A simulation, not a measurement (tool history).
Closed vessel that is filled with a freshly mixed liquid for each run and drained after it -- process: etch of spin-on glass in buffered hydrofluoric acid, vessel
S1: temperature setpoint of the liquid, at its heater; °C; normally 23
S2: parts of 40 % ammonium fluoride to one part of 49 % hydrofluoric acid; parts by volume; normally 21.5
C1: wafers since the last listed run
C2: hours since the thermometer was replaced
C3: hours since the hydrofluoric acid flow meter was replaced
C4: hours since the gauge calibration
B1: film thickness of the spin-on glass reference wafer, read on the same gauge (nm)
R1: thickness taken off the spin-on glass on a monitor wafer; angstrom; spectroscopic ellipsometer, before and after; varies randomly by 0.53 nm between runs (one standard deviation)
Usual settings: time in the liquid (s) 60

run 1 hour=0 | S1=23 S2=21.5 time_in_the_liquid_(s)=60 | C1=0 C2=495.4 C3=706 C4=448.8 | B1=110.03 | R1=1047
run 2 hour=76.9 | S1=24.5 S2=21.5 time_in_the_liquid_(s)=60 | C1=8865 C2=572.3 C3=782.9 C4=525.7 | B1=109.98 | R1=1141.7
run 3 hour=175.5 | S1=24.5 S2=21.5 time_in_the_liquid_(s)=60 | C1=11367 C2=670.9 C3=881.5 C4=624.3 | B1=109.99 | R1=1132.7
run 4 hour=230.4 | S1=24.5 S2=21.5 time_in_the_liquid_(s)=60 | C1=6329 C2=725.8 C3=936.4 C4=679.2 | B1=110 | R1=1134.1
run 5 hour=276 | S1=24 S2=18 time_in_the_liquid_(s)=60 | C1=5257 C2=771.4 C3=982 C4=724.8 | B1=110.01 | R1=1285.8
run 6 hour=361 | S1=19.5 S2=21.5 time_in_the_liquid_(s)=60 | C1=9799 C2=856.4 C3=1067 C4=809.8 | B1=110.01 | R1=852.6
run 7 hour=554.5 | S1=19.5 S2=21.5 time_in_the_liquid_(s)=60 | C1=22307 C2=1049.9 C3=1260.5 C4=1003.3 | B1=110.01 | R1=853
run 8 hour=659.9 | S1=23 S2=21.5 time_in_the_liquid_(s)=60 | C1=12151 C2=1155.3 C3=1365.9 C4=1108.7 | B1=110.02 | R1=1029
-- hour=660.3 gauge calibrated
-- hour=725.6 hydrofluoric acid flow meter replaced
run 9 hour=730.1 | S1=23 S2=21.5 time_in_the_liquid_(s)=80 | C1=7977 C2=1225.5 C3=4.5 C4=69.8 | B1=110.01 | R1=1409.6
run 10 hour=774.1 | S1=23 S2=21.5 time_in_the_liquid_(s)=80 | C1=5072 C2=1269.5 C3=48.5 C4=113.8 | B1=110.02 | R1=1418
-- hour=810 thermometer replaced
run 11 hour=823.4 | S1=19 S2=21.5 time_in_the_liquid_(s)=60 | C1=5568 C2=13.4 C3=97.8 C4=163.1 | B1=109.98 | R1=846.6
run 12 hour=892.8 | S1=24 S2=18 time_in_the_liquid_(s)=60 | C1=8000 C2=82.8 C3=167.2 C4=232.5 | B1=110.01 | R1=1303.1
run 13 hour=998.7 | S1=23 S2=19 time_in_the_liquid_(s)=70 | C1=12208 C2=188.7 C3=273.1 C4=338.4 | B1=110 | R1=1348.1
run 14 hour=1084.7 | S1=24.5 S2=14 time_in_the_liquid_(s)=40 | C1=9914 C2=274.7 C3=359.1 C4=424.4 | B1=110.01 | R1=1141.3
run 15 hour=1158.3 | S1=23 S2=21.5 time_in_the_liquid_(s)=60 | C1=8485 C2=348.3 C3=432.7 C4=498 | B1=110 | R1=1052.7
run 16 hour=1234.6 | S1=18.5 S2=28 time_in_the_liquid_(s)=60 | C1=8796 C2=424.6 C3=509 C4=574.3 | B1=110.03 | R1=684.1
run 17 hour=1323 | S1=24.5 S2=21.5 time_in_the_liquid_(s)=90 | C1=10191 C2=513 C3=597.4 C4=662.7 | B1=109.98 | R1=1712.5
run 18 hour=1393.1 | S1=27.5 S2=26 time_in_the_liquid_(s)=50 | C1=8081 C2=583.1 C3=667.5 C4=732.8 | B1=109.99 | R1=974.5
run 19 hour=1485.9 | S1=19.5 S2=28 time_in_the_liquid_(s)=60 | C1=10698 C2=675.9 C3=760.3 C4=825.6 | B1=110 | R1=720.8
run 20 hour=1575.5 | S1=23 S2=29 time_in_the_liquid_(s)=60 | C1=10329 C2=765.5 C3=849.9 C4=915.2 | B1=110 | R1=844.8

3 options for the next run, each taken on its own from the tool as it stands now. Forecast them:
run A hour=1576.2 | S1=25 S2=21.5 time_in_the_liquid_(s)=60 | C1=80 C2=766.2 C3=850.6 C4=915.9 | B1=? | R1=?
run B hour=1576.2 | S1=23 S2=25 time_in_the_liquid_(s)=30 | C1=80 C2=766.2 C3=850.6 C4=915.9 | B1=? | R1=?
run C hour=1576.2 | S1=23 S2=21.5 time_in_the_liquid_(s)=45 | C1=80 C2=766.2 C3=850.6 C4=915.9 | B1=? | R1=?

run=A B1=110 R1=1169.9
run=B B1=110 R1=472.5
run=C B1=110 R1=786.3
Take away the tool's hidden state, keep each run's random variation, and the runs would have read:
run=A R1=1186.8
run=B R1=479.3
run=C R1=797.7
